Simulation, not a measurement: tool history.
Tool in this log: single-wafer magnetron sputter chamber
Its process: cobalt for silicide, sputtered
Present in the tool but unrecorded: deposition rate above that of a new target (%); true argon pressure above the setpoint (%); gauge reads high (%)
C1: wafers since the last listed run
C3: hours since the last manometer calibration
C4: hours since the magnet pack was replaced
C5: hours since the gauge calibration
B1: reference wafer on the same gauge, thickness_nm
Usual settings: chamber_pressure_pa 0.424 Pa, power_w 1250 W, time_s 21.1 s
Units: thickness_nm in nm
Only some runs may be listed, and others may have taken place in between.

{"run": 1, "hour": 0.0, "chamber_pressure_pa": 0.424, "power_w": 1250, "time_s": 21.1, "C1": 0, "wafers on the sputter target": 1739, "C3": 2187.9, "C4": 7660.4, "C5": 329.5, "B1": 15.39, "thickness_nm": 12.893}
{"run": 2, "hour": 15.5, "chamber_pressure_pa": 0.424, "power_w": 1250, "time_s": 21.1, "C1": 544, "wafers on the sputter target": 2283, "C3": 2203.4, "C4": 7675.9, "C5": 345, "B1": 15.389, "thickness_nm": 12.963}
{"run": 3, "hour": 32.5, "chamber_pressure_pa": 0.424, "power_w": 1250, "time_s": 21.1, "C1": 596, "wafers on the sputter target": 2880, "C3": 2220.4, "C4": 7692.9, "C5": 362, "B1": 15.423, "thickness_nm": 12.897}
{"hour": 73.4, "done": "sputter target and shields replaced"}
{"run": 4, "hour": 73.9, "chamber_pressure_pa": 0.424, "power_w": 1250, "time_s": 21.1, "C1": 1172, "wafers on the sputter target": 19, "C3": 2261.8, "C4": 7734.3, "C5": 403.4, "B1": 15.4, "thickness_nm": 12.564}
{"run": 5, "hour": 96.5, "chamber_pressure_pa": 0.424, "power_w": 1100, "time_s": 19.4, "C1": 793, "wafers on the sputter target": 812, "C3": 2284.4, "C4": 7756.9, "C5": 426, "B1": 15.408, "thickness_nm": 10.224}
{"run": 6, "hour": 129.9, "chamber_pressure_pa": 0.424, "power_w": 1100, "time_s": 19.4, "C1": 1172, "wafers on the sputter target": 1985, "C3": 2317.8, "C4": 7790.3, "C5": 459.4, "B1": 15.41, "thickness_nm": 10.154}
{"hour": 150.4, "done": "gauge calibrated"}
{"hour": 152.2, "done": "magnet pack replaced"}
{"run": 7, "hour": 156.2, "chamber_pressure_pa": 0.424, "power_w": 1100, "time_s": 19.4, "C1": 642, "wafers on the sputter target": 2627, "C3": 2344.1, "C4": 4, "C5": 5.8, "B1": 15.406, "thickness_nm": 10.146}
{"hour": 174.9, "done": "sputter target and shields replaced, repeated, since the last time left the tool worse"}
{"hour": 193.4, "done": "capacitance manometer re-zeroed and calibrated"}
{"run": 8, "hour": 193.9, "chamber_pressure_pa": 0.424, "power_w": 1250, "time_s": 21.1, "C1": 761, "wafers on the sputter target": 384, "C3": 0.5, "C4": 41.7, "C5": 43.5, "B1": 15.396, "thickness_nm": 13.008}
{"run": 9, "hour": 222.3, "chamber_pressure_pa": 0.424, "power_w": 1250, "time_s": 21.1, "C1": 997, "wafers on the sputter target": 1381, "C3": 28.9, "C4": 70.1, "C5": 71.9, "B1": 15.414, "thickness_nm": 12.949}
{"run": 10, "hour": 236.3, "chamber_pressure_pa": 0.424, "power_w": 1250, "time_s": 21.1, "C1": 491, "wafers on the sputter target": 1873, "C3": 42.9, "C4": 84.1, "C5": 85.9, "B1": 15.408, "thickness_nm": 12.918}
{"run": 11, "hour": 264.5, "chamber_pressure_pa": 0.552, "power_w": 1100, "time_s": 19.4, "C1": 990, "wafers on the sputter target": 2863, "C3": 71.1, "C4": 112.3, "C5": 114.1, "B1": 15.406, "thickness_nm": 9.989}
{"run": 12, "hour": 278.8, "chamber_pressure_pa": 0.52, "power_w": 1050, "time_s": 24.7, "C1": 502, "wafers on the sputter target": 3365, "C3": 85.4, "C4": 126.6, "C5": 128.4, "B1": 15.407, "thickness_nm": 12.254}
{"hour": 300.9, "done": "sputter target and shields replaced"}
{"run": 13, "hour": 314.3, "chamber_pressure_pa": 0.424, "power_w": 1100, "time_s": 23.8, "C1": 965, "wafers on the sputter target": 470, "C3": 120.9, "C4": 162.1, "C5": 163.9, "B1": 15.411, "thickness_nm": 12.824}
{"run": 14, "hour": 336.2, "chamber_pressure_pa": 0.424, "power_w": 1150, "time_s": 23.7, "C1": 768, "wafers on the sputter target": 1239, "C3": 142.8, "C4": 184, "C5": 185.8, "B1": 15.423, "thickness_nm": 13.377}
{"run": 15, "hour": 370.2, "chamber_pressure_pa": 0.47, "power_w": 950, "time_s": 24.5, "C1": 1193, "wafers on the sputter target": 2433, "C3": 176.8, "C4": 218, "C5": 219.8, "B1": 15.415, "thickness_nm": 11.268}
{"run": 16, "hour": 385.1, "chamber_pressure_pa": 0.424, "power_w": 1250, "time_s": 21.1, "C1": 523, "wafers on the sputter target": 2956, "C3": 191.7, "C4": 232.9, "C5": 234.7, "B1": 15.392, "thickness_nm": 12.893}
{"hour": 420.8, "done": "sputter target and shields replaced"}
{"run": 17, "hour": 421.3, "chamber_pressure_pa": 0.424, "power_w": 1250, "time_s": 18.8, "C1": 990, "wafers on the sputter target": 16, "C3": 227.9, "C4": 269.1, "C5": 270.9, "B1": 15.396, "thickness_nm": 11.563}
{"run": 18, "hour": 437.2, "chamber_pressure_pa": 0.47, "power_w": 950, "time_s": 24.5, "C1": 558, "wafers on the sputter target": 575, "C3": 243.8, "C4": 285, "C5": 286.8, "B1": 15.396, "thickness_nm": 11.311}

The logged runs with the hidden state left out (each run's random variation unchanged):
run=1 thickness_nm=12.962
run=2 thickness_nm=13.059
run=3 thickness_nm=13.029
run=4 thickness_nm=12.997
run=5 thickness_nm=10.583
run=6 thickness_nm=10.543
run=7 thickness_nm=10.58
run=8 thickness_nm=13.035
run=9 thickness_nm=13.003
run=10 thickness_nm=12.994
run=11 thickness_nm=10.096
run=12 thickness_nm=12.425
run=13 thickness_nm=12.845
run=14 thickness_nm=13.414
run=15 thickness_nm=11.345
run=16 thickness_nm=13.014
run=17 thickness_nm=11.586
run=18 thickness_nm=11.336
